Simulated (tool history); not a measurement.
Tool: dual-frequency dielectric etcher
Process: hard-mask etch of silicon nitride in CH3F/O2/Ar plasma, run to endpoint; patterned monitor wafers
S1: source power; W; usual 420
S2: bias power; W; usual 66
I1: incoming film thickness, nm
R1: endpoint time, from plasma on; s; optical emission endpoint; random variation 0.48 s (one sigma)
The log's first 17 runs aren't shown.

run,hour,S1,S2,I1,R1
18,213.4,420,66,43.47,62.3
# hour 241.7: wet clean of the chamber
19,242.2,420,66,43.41,58.9
20,242.6,380,77,44.05,57.3
21,242.9,420,73,43.16,57.3
# hour 268.2: upper electrode replaced
# hour 270.3: source power generator calibrated
22,270.8,390,77,43.36,56.3
23,271.1,420,66,43.23,58.7
24,277.4,510,66,43.58,56.0
25,289.3,380,62,43.24,61.5
26,301.3,330,66,43.38,61.9
27,310.2,420,66,42.84,58.9
28,319.2,420,56,43.49,63.6
29,330.0,340,61,43.69,63.6
30,336.8,420,74,43.22,55.2
31,350.0,450,80,43.62,54.1
32,362.7,420,66,43.49,59.0
33,369.3,320,60,43.52,64.4

Forecast run 34:
34,380.7,420,55,43.32,?

{"run 34": {"R1": 62.8}}
Without the tool's hidden state the same run would have given R1 62.4 s.

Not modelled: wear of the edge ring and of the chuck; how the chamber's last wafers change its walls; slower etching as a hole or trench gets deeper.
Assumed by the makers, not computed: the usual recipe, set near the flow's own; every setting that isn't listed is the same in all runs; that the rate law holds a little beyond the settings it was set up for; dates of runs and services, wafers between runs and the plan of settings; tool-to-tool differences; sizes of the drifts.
